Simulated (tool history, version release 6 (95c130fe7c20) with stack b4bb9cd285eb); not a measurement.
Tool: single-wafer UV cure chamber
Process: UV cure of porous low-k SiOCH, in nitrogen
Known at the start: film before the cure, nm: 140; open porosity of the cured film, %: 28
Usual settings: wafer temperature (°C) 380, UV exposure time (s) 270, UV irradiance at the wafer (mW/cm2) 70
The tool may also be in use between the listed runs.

run,hour,wafer temperature (°C),UV exposure time (s),UV irradiance at the wafer (mW/cm2),loss of film thickness in the cure (%)
1,0,380,270,70,12.138
2,115.9,380,270,70,12.043
3,190.5,380,270,70,11.982
4,274.6,380,270,70,11.715
5,320.1,387,360,70,13.448
6,373.5,387,360,70,14.042
7,476.9,387,360,70,14.004
8,527.1,380,270,70,12.004
9,578.8,380,270,70,12.09
10,669.5,380,270,70,11.906
11,720.3,380,160,70,9.289
12,779.3,380,270,70,11.746
13,860.1,380,270,70,12.537
14,927.8,380,375,70,13.613
15,1009.5,380,375,70,13.857
16,1059.5,388,130,70,8.579
17,1098.8,368,270,46,9.867
18,1179.7,380,270,53,10.363
19,1250.3,398,270,70,12.137
20,1357.4,388,130,70,9.098
21,1399.7,367,200,70,10.28
22,1480.2,380,270,49,10.258
23,1684.4,380,270,70,11.773
24,1758.3,365,310,48,10.43
25,1828.1,386,175,70,10.69
26,2036.5,400,390,53,13.051
27,2319.4,386,175,70,10.955
28,2355.2,364,405,98,16.048
29,2433.9,380,270,70,12.423
30,2493.4,388,270,105,14.458
31,2540.3,397,270,43,9.96

Not shown: 8 entries that the log had between the listed runs. Between which runs, and how does the tool's hidden state differ before and after?
Between runs 1 and 2: UV bulbs replaced (hour 40)
  transmission lost against a clean window, %: 17.1 -> 20
  measured less the result without the state, loss of film thickness in the cure (%): -0.923 -> -1.104
Between runs 5 and 6: quartz window cleaned (hour 329.8)
  transmission lost against a clean window, %: 22 -> 6.86
  measured less the result without the state, loss of film thickness in the cure (%): -1.267 -> -0.357
Between runs 12 and 13: quartz window cleaned (hour 814.3); UV bulbs replaced (hour 843.5)
  transmission lost against a clean window, %: 21.6 -> 8.16
  measured less the result without the state, loss of film thickness in the cure (%): -1.187 -> -0.418
Between runs 19 and 20: quartz window cleaned (hour 1266.7)
  transmission lost against a clean window, %: 22.6 -> 11.1
  measured less the result without the state, loss of film thickness in the cure (%): -1.267 -> -0.548
Between runs 24 and 25: quartz window cleaned (hour 1791.3)
  transmission lost against a clean window, %: 22.3 -> 5.74
  measured less the result without the state, loss of film thickness in the cure (%): -1.211 -> -0.28
Between runs 25 and 26: UV bulbs replaced (hour 1913.3)
  transmission lost against a clean window, %: 5.74 -> 17.7
  measured less the result without the state, loss of film thickness in the cure (%): -0.28 -> -0.987
Between runs 26 and 27: quartz window cleaned (hour 2318.9)
  transmission lost against a clean window, %: 17.7 -> 0.837
  measured less the result without the state, loss of film thickness in the cure (%): -0.987 -> -0.04

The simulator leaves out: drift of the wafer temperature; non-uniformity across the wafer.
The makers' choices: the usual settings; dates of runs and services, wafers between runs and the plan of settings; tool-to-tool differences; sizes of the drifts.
